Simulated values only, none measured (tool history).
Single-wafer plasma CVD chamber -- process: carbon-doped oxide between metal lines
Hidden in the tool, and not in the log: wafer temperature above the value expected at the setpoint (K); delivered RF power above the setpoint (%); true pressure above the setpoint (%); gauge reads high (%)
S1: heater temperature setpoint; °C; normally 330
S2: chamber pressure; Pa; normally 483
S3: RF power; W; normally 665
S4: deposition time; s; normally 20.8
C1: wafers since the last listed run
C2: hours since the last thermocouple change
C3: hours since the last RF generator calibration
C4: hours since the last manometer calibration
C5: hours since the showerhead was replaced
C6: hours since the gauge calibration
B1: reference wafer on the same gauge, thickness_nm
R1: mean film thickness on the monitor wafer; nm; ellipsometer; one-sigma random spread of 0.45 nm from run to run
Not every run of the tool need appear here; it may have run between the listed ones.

Run 1, hour 0: usual settings but S1 320 °C, S3 740 W; C1 0; C2 2555.2; C3 59; C4 1894.2; C5 6854.5; C6 996.2; B1 106.091. Result: R1 129.111 nm.
Run 2, hour 21.9: usual settings but S1 320 °C, S3 740 W; C1 677; C2 2577.1; C3 80.9; C4 1916.1; C5 6876.4; C6 1018.1; B1 106.034. Result: R1 129.201 nm.
Run 3, hour 35.5: usual settings but S2 553 Pa; C1 420; C2 2590.7; C3 94.5; C4 1929.7; C5 6890; C6 1031.7; B1 105.89. Result: R1 120.951 nm.
Run 4, hour 62.3: usual settings but S2 553 Pa; C1 829; C2 2617.5; C3 121.3; C4 1956.5; C5 6916.8; C6 1058.5; B1 106.118. Result: R1 121.714 nm.
Run 5, hour 93: usual settings but S2 553 Pa; C1 949; C2 2648.2; C3 152; C4 1987.2; C5 6947.5; C6 1089.2; B1 106.099. Result: R1 120.988 nm.
At hour 111.6: thermocouple changed; heater temperature recalibrated.
At hour 139.6: capacitance manometer re-zeroed and calibrated.
Run 6, hour 153: usual settings but S2 516 Pa; C1 1361; C2 41.4; C3 212; C4 13.4; C5 7007.5; C6 1149.2; B1 106.074. Result: R1 119.659 nm.
Run 7, hour 181: usual settings but S1 320 °C, S3 740 W; C1 866; C2 69.4; C3 240; C4 41.4; C5 7035.5; C6 1177.2; B1 106.05. Result: R1 127.833 nm.
Run 8, hour 193.2: usual settings but S1 325 °C; C1 377; C2 81.6; C3 252.2; C4 53.6; C5 7047.7; C6 1189.4; B1 105.898. Result: R1 121.313 nm.
Run 9, hour 221.7: usual settings; C1 881; C2 110.1; C3 280.7; C4 82.1; C5 7076.2; C6 1217.9; B1 106.05. Result: R1 119.563 nm.
At hour 237.9: showerhead replaced.
At hour 246.1: gauge calibrated.
Run 10, hour 251.6: usual settings but S2 537 Pa, S3 700 W; C1 677; C2 140; C3 310.6; C4 112; C5 13.7; C6 5.5; B1 105.981. Result: R1 122.387 nm.
Run 11, hour 284.2: usual settings but S1 317 °C, S2 437 Pa, S3 785 W, S4 16.8 s; C1 1008; C2 172.6; C3 343.2; C4 144.6; C5 46.3; C6 38.1; B1 105.931. Result: R1 107.524 nm.
Run 12, hour 310.2: usual settings but S2 569 Pa, S3 720 W; C1 804; C2 198.6; C3 369.2; C4 170.6; C5 72.3; C6 64.1; B1 105.969. Result: R1 124.729 nm.
Run 13, hour 341.3: usual settings but S1 342 °C, S2 425 Pa, S3 755 W, S4 18.5 s; C1 962; C2 229.7; C3 400.3; C4 201.7; C5 103.4; C6 95.2; B1 105.999. Result: R1 104.857 nm.
Run 14, hour 393.4: usual settings but S3 710 W, S4 18.6 s; C1 1612; C2 281.8; C3 452.4; C4 253.8; C5 155.5; C6 147.3; B1 105.989. Result: R1 109.596 nm.
Run 15, hour 424.7: usual settings but S3 775 W; C1 968; C2 313.1; C3 483.7; C4 285.1; C5 186.8; C6 178.6; B1 106.012. Result: R1 125.067 nm.
Run 16, hour 454.6: usual settings but S3 720 W; C1 925; C2 343; C3 513.6; C4 315; C5 216.7; C6 208.5; B1 105.962. Result: R1 121.273 nm.
Run 17, hour 474.7: usual settings but S1 344 °C; C1 621; C2 363.1; C3 533.7; C4 335.1; C5 236.8; C6 228.6; B1 105.974. Result: R1 112.87 nm.
Run 18, hour 506.2: usual settings; C1 974; C2 394.6; C3 565.2; C4 366.6; C5 268.3; C6 260.1; B1 106.072. Result: R1 118.722 nm.
Run 19, hour 533.2: usual settings but S3 735 W; C1 835; C2 421.6; C3 592.2; C4 393.6; C5 295.3; C6 287.1; B1 106.069. Result: R1 122.16 nm.
Run 20, hour 562.9: usual settings but S2 381 Pa, S4 19 s; C1 919; C2 451.3; C3 621.9; C4 423.3; C5 325; C6 316.8; B1 105.993. Result: R1 106.367 nm.
Run 21, hour 596.7: usual settings but S3 735 W, S4 22.5 s; C1 1045; C2 485.1; C3 655.7; C4 457.1; C5 358.8; C6 350.6; B1 106.061. Result: R1 131.799 nm.
Run 22, hour 618.4: usual settings but S1 319 °C, S3 615 W, S4 23.2 s; C1 671; C2 506.8; C3 677.4; C4 478.8; C5 380.5; C6 372.3; B1 105.982. Result: R1 134.311 nm.
Run 23, hour 644.5: usual settings but S2 563 Pa, S3 620 W, S4 24.4 s; C1 807; C2 532.9; C3 703.5; C4 504.9; C5 406.6; C6 398.4; B1 106.01. Result: R1 136.363 nm.
Run 24, hour 672.5: usual settings but S3 775 W; C1 866; C2 560.9; C3 731.5; C4 532.9; C5 434.6; C6 426.4; B1 106.134. Result: R1 124.409 nm.
Run 25, hour 687.2: usual settings but S1 341 °C, S2 377 Pa, S3 790 W, S4 18.4 s; C1 454; C2 575.6; C3 746.2; C4 547.6; C5 449.3; C6 441.1; B1 106.02. Result: R1 104.232 nm.
Run 26, hour 703.8: usual settings but S1 345 °C; C1 513; C2 592.2; C3 762.8; C4 564.2; C5 465.9; C6 457.7; B1 106.019. Result: R1 111.016 nm.
Run 27, hour 735.2: usual settings but S1 324 °C, S2 367 Pa, S3 540 W, S4 21.9 s; C1 971; C2 623.6; C3 794.2; C4 595.6; C5 497.3; C6 489.1; B1 106.018. Result: R1 115.595 nm.
Run 28, hour 761.9: usual settings but S2 563 Pa, S4 19.8 s; C1 826; C2 650.3; C3 820.9; C4 622.3; C5 524; C6 515.8; B1 105.972. Result: R1 113.605 nm.
Run 29, hour 787.6: usual settings but S1 323 °C, S2 523 Pa; C1 795; C2 676; C3 846.6; C4 648; C5 549.7; C6 541.5; B1 106.097. Result: R1 121.325 nm.

Predict each of these 3 candidate next runs independently; none follows another, all start after run 29:
Run A, hour 788: usual settings; C1 12; C2 676.4; C3 847; C4 648.4; C5 550.1; C6 541.9; B1 ?. Result: R1 ?.
Run B, hour 788: usual settings but S2 421 Pa, S3 775 W, S4 24.8 s; C1 12; C2 676.4; C3 847; C4 648.4; C5 550.1; C6 541.9; B1 ?. Result: R1 ?.
Run C, hour 788: usual settings but S2 417 Pa; C1 12; C2 676.4; C3 847; C4 648.4; C5 550.1; C6 541.9; B1 ?. Result: R1 ?.

run       B1       R1
  A  106.111  117.674
  B  106.111   145.91
  C  106.111  115.971
Without the tool's hidden state the same runs would have given:
run       R1
  A  120.097
  B  148.892
  C  118.358
